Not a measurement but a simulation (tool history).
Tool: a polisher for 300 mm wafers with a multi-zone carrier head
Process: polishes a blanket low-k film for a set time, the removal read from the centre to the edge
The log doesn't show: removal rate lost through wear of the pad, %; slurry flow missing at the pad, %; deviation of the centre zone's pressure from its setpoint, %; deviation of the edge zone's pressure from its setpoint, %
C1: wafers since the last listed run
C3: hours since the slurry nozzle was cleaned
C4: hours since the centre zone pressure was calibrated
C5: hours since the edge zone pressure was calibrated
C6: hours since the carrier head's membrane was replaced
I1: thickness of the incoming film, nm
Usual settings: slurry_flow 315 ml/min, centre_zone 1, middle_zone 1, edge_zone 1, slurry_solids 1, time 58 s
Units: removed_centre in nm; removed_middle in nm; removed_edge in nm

run 1 day=0 | slurry_flow=315 centre_zone=1 middle_zone=1 edge_zone=0.94 slurry_solids=1 time=58 | C1=0 wafers_polished_on_this_pad=693 C3=45.9 C4=968.3 C5=186.7 C6=1362 | I1=335.1 | removed_centre=20.2 removed_middle=20.6 removed_edge=19.5
run 2 day=3.158 | slurry_flow=315 centre_zone=1 middle_zone=1 edge_zone=0.94 slurry_solids=1 time=58 | C1=615 wafers_polished_on_this_pad=1309 C3=121.7 C4=1044.1 C5=262.5 C6=1437.8 | I1=323.8 | removed_centre=19.9 removed_middle=20.2 removed_edge=19.3
run 3 day=6.071 | slurry_flow=355 centre_zone=1 middle_zone=1.08 edge_zone=1 slurry_solids=1 time=58 | C1=567 wafers_polished_on_this_pad=1877 C3=191.6 C4=1114 C5=332.4 C6=1507.7 | I1=330.4 | removed_centre=19.9 removed_middle=21.7 removed_edge=19.7
-- day=7.692 worn pad replaced by a new one
run 4 day=8.521 | slurry_flow=315 centre_zone=1 middle_zone=1 edge_zone=1 slurry_solids=1 time=58 | C1=445 wafers_polished_on_this_pad=161 C3=250.4 C4=1172.8 C5=391.2 C6=1566.5 | I1=330.2 | removed_centre=20.7 removed_middle=21.3 removed_edge=21.1
-- day=9.808 slurry nozzle cleaned
run 5 day=12.421 | slurry_flow=315 centre_zone=1 middle_zone=1 edge_zone=1 slurry_solids=1 time=58 | C1=752 wafers_polished_on_this_pad=913 C3=62.7 C4=1266.4 C5=484.8 C6=1660.1 | I1=327.7 | removed_centre=20.1 removed_middle=20.1 removed_edge=20
-- day=15.017 centre zone pressure recalibrated
run 6 day=15.054 | slurry_flow=315 centre_zone=1 middle_zone=1 edge_zone=1 slurry_solids=1 time=58 | C1=497 wafers_polished_on_this_pad=1410 C3=125.9 C4=0.9 C5=548 C6=1723.3 | I1=322.7 | removed_centre=19.3 removed_middle=19.6 removed_edge=19.7
-- day=16.496 worn pad replaced by a new one
run 7 day=16.917 | slurry_flow=315 centre_zone=1 middle_zone=1 edge_zone=1.04 slurry_solids=0.8 time=58 | C1=330 wafers_polished_on_this_pad=82 C3=170.6 C4=45.6 C5=592.7 C6=1768 | I1=333.1 | removed_centre=18.9 removed_middle=19.2 removed_edge=19.7
run 8 day=21.146 | slurry_flow=315 centre_zone=1 middle_zone=1 edge_zone=1.04 slurry_solids=0.8 time=58 | C1=824 wafers_polished_on_this_pad=906 C3=272.1 C4=147.1 C5=694.2 C6=1869.5 | I1=329.7 | removed_centre=17.8 removed_middle=18 removed_edge=18.2
-- day=21.633 slurry nozzle cleaned
-- day=22.971 carrier head's membrane replaced by a new one
run 9 day=25.629 | slurry_flow=350 centre_zone=1 middle_zone=1.11 edge_zone=1 slurry_solids=1 time=58 | C1=825 wafers_polished_on_this_pad=1732 C3=95.9 C4=254.7 C5=801.8 C6=63.8 | I1=327.9 | removed_centre=19.9 removed_middle=22 removed_edge=19.7
-- day=25.754 edge zone pressure recalibrated
-- day=26.712 worn pad replaced by a new one
run 10 day=28.604 | slurry_flow=315 centre_zone=1 middle_zone=1 edge_zone=1 slurry_solids=1 time=58 | C1=531 wafers_polished_on_this_pad=369 C3=167.3 C4=326.1 C5=68.4 C6=135.2 | I1=325.3 | removed_centre=20.8 removed_middle=21.2 removed_edge=20.9
run 11 day=32.733 | slurry_flow=315 centre_zone=0.94 middle_zone=1 edge_zone=0.97 slurry_solids=1.15 time=68 | C1=805 wafers_polished_on_this_pad=1174 C3=266.4 C4=425.2 C5=167.5 C6=234.3 | I1=327.6 | removed_centre=23.2 removed_middle=25.1 removed_edge=24.5
-- day=35.95 worn pad replaced by a new one
run 12 day=36.054 | slurry_flow=315 centre_zone=1 middle_zone=1.07 edge_zone=0.91 slurry_solids=1 time=44 | C1=614 wafers_polished_on_this_pad=20 C3=346.1 C4=504.9 C5=247.2 C6=314 | I1=326.2 | removed_centre=16.4 removed_middle=17.4 removed_edge=15.4
-- day=36.858 slurry nozzle cleaned
run 13 day=39.708 | slurry_flow=315 centre_zone=0.94 middle_zone=0.96 edge_zone=1 slurry_solids=1 time=58 | C1=704 wafers_polished_on_this_pad=724 C3=68.4 C4=592.6 C5=334.9 C6=401.7 | I1=330.6 | removed_centre=18.6 removed_middle=19.8 removed_edge=20.3

Run 14 comes next. What will it give?
run 14 day=43.85 | slurry_flow=315 centre_zone=1.07 middle_zone=1 edge_zone=1.1 slurry_solids=1.2 time=58 | C1=807 wafers_polished_on_this_pad=1531 C3=167.8 C4=692 C5=434.3 C6=501.1 | I1=331.3 | removed_centre=? removed_middle=? removed_edge=?

Run 14 gave removed_centre 23 nm, removed_middle 21.6 nm, removed_edge 22.3 nm.
Without the tool's hidden state the same run would have given removed_centre 25.5 nm, removed_middle 23.9 nm, removed_edge 24.7 nm.
